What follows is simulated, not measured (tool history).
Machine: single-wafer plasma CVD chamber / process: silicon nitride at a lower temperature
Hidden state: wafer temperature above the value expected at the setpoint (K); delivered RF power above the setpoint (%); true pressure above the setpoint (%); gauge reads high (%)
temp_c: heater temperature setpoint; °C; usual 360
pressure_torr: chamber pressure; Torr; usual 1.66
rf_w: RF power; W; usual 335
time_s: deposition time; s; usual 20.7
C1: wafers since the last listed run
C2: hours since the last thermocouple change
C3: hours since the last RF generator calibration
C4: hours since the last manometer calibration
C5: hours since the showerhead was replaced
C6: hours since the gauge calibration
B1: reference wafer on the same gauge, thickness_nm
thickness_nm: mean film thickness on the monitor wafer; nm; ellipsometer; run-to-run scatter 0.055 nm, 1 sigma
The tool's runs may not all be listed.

run 1 hour=0 | temp_c=360 pressure_torr=1.66 rf_w=335 time_s=20.7 | C1=0 C2=1163.2 C3=852.6 C4=863.7 C5=5337.6 C6=282.1 | B1=30.997 | thickness_nm=28.009
run 2 hour=26 | temp_c=360 pressure_torr=1.66 rf_w=335 time_s=20.7 | C1=920 C2=1189.2 C3=878.6 C4=889.7 C5=5363.6 C6=308.1 | B1=30.993 | thickness_nm=28.081
run 3 hour=40.6 | temp_c=360 pressure_torr=1.66 rf_w=335 time_s=20.7 | C1=517 C2=1203.8 C3=893.2 C4=904.3 C5=5378.2 C6=322.7 | B1=30.998 | thickness_nm=27.998
run 4 hour=72.5 | temp_c=360 pressure_torr=1.48 rf_w=335 time_s=20.7 | C1=1129 C2=1235.7 C3=925.1 C4=936.2 C5=5410.1 C6=354.6 | B1=30.999 | thickness_nm=26.833
run 5 hour=168.8 | temp_c=360 pressure_torr=1.66 rf_w=335 time_s=20.7 | C1=3410 C2=1332 C3=1021.4 C4=1032.5 C5=5506.4 C6=450.9 | B1=31.011 | thickness_nm=27.882
run 6 hour=194.1 | temp_c=360 pressure_torr=1.66 rf_w=335 time_s=20.7 | C1=896 C2=1357.3 C3=1046.7 C4=1057.8 C5=5531.7 C6=476.2 | B1=31.012 | thickness_nm=27.873
-- hour=204.1 RF generator calibrated
run 7 hour=208.4 | temp_c=360 pressure_torr=1.66 rf_w=335 time_s=20.7 | C1=223 C2=1371.6 C3=4.3 C4=1072.1 C5=5546 C6=490.5 | B1=31.012 | thickness_nm=28.408
-- hour=240.1 thermocouple changed; heater temperature recalibrated
-- hour=246.3 gauge calibrated
run 8 hour=260.1 | temp_c=360 pressure_torr=1.66 rf_w=320 time_s=20.7 | C1=1547 C2=20 C3=56 C4=1123.8 C5=5597.7 C6=13.8 | B1=30.993 | thickness_nm=27.46
run 9 hour=287.4 | temp_c=360 pressure_torr=1.66 rf_w=335 time_s=20.7 | C1=966 C2=47.3 C3=83.3 C4=1151.1 C5=5625 C6=41.1 | B1=31.006 | thickness_nm=28.47
-- hour=356.5 showerhead replaced
run 10 hour=374.9 | temp_c=367 pressure_torr=1.53 rf_w=360 time_s=20.7 | C1=2815 C2=134.8 C3=170.8 C4=1238.6 C5=18.4 C6=128.6 | B1=31.011 | thickness_nm=29.022
-- hour=409.5 capacitance manometer re-zeroed and calibrated
run 11 hour=410 | temp_c=360 pressure_torr=1.53 rf_w=355 time_s=20.7 | C1=959 C2=169.9 C3=205.9 C4=0.5 C5=53.5 C6=163.7 | B1=30.99 | thickness_nm=27.9
run 12 hour=436.9 | temp_c=360 pressure_torr=1.66 rf_w=380 time_s=20.7 | C1=952 C2=196.8 C3=232.8 C4=27.4 C5=80.4 C6=190.6 | B1=30.997 | thickness_nm=30.165
run 13 hour=459.5 | temp_c=372 pressure_torr=1.66 rf_w=335 time_s=23.3 | C1=800 C2=219.4 C3=255.4 C4=50 C5=103 C6=213.2 | B1=31.002 | thickness_nm=30.982
run 14 hour=480.7 | temp_c=369 pressure_torr=1.66 rf_w=280 time_s=22.4 | C1=750 C2=240.6 C3=276.6 C4=71.2 C5=124.2 C6=234.4 | B1=30.995 | thickness_nm=26.294
run 15 hour=512.7 | temp_c=360 pressure_torr=1.66 rf_w=335 time_s=20.7 | C1=1133 C2=272.6 C3=308.6 C4=103.2 C5=156.2 C6=266.4 | B1=31.007 | thickness_nm=27.569
run 16 hour=526.6 | temp_c=360 pressure_torr=1.66 rf_w=335 time_s=20.7 | C1=492 C2=286.5 C3=322.5 C4=117.1 C5=170.1 C6=280.3 | B1=31.001 | thickness_nm=27.788

What differs in the tool's unlogged condition from the final listed run ahead of each entry between runs to the first listed run following it?
In the gap between runs 6 and 7: RF generator calibrated (hour 204.1)
  delivered RF power above the setpoint (%): -3 -> -0.144; true pressure above the setpoint (%): 8.53 -> 8.56
  difference, measured minus the result without the unlogged condition, thickness_nm: +0.179 -> +0.747 nm
In the gap between runs 7 and 8: thermocouple changed; heater temperature recalibrated (hour 240.1); gauge calibrated (hour 246.3)
  delivered RF power above the setpoint (%): -0.144 -> -0.151; true pressure above the setpoint (%): 8.56 -> 8.64
  difference, measured minus the result without the unlogged condition, thickness_nm: +0.747 -> +0.726 nm
In the gap between runs 9 and 10: showerhead replaced (hour 356.5)
  delivered RF power above the setpoint (%): -0.161 -> -0.217; true pressure above the setpoint (%): 8.68 -> 8.79
  difference, measured minus the result without the unlogged condition, thickness_nm: +0.755 -> +0.788 nm
In the gap between runs 10 and 11: capacitance manometer re-zeroed and calibrated (hour 409.5)
  delivered RF power above the setpoint (%): -0.217 -> -0.251; true pressure above the setpoint (%): 8.79 -> -0.619
  difference, measured minus the result without the unlogged condition, thickness_nm: +0.788 -> -0.109 nm

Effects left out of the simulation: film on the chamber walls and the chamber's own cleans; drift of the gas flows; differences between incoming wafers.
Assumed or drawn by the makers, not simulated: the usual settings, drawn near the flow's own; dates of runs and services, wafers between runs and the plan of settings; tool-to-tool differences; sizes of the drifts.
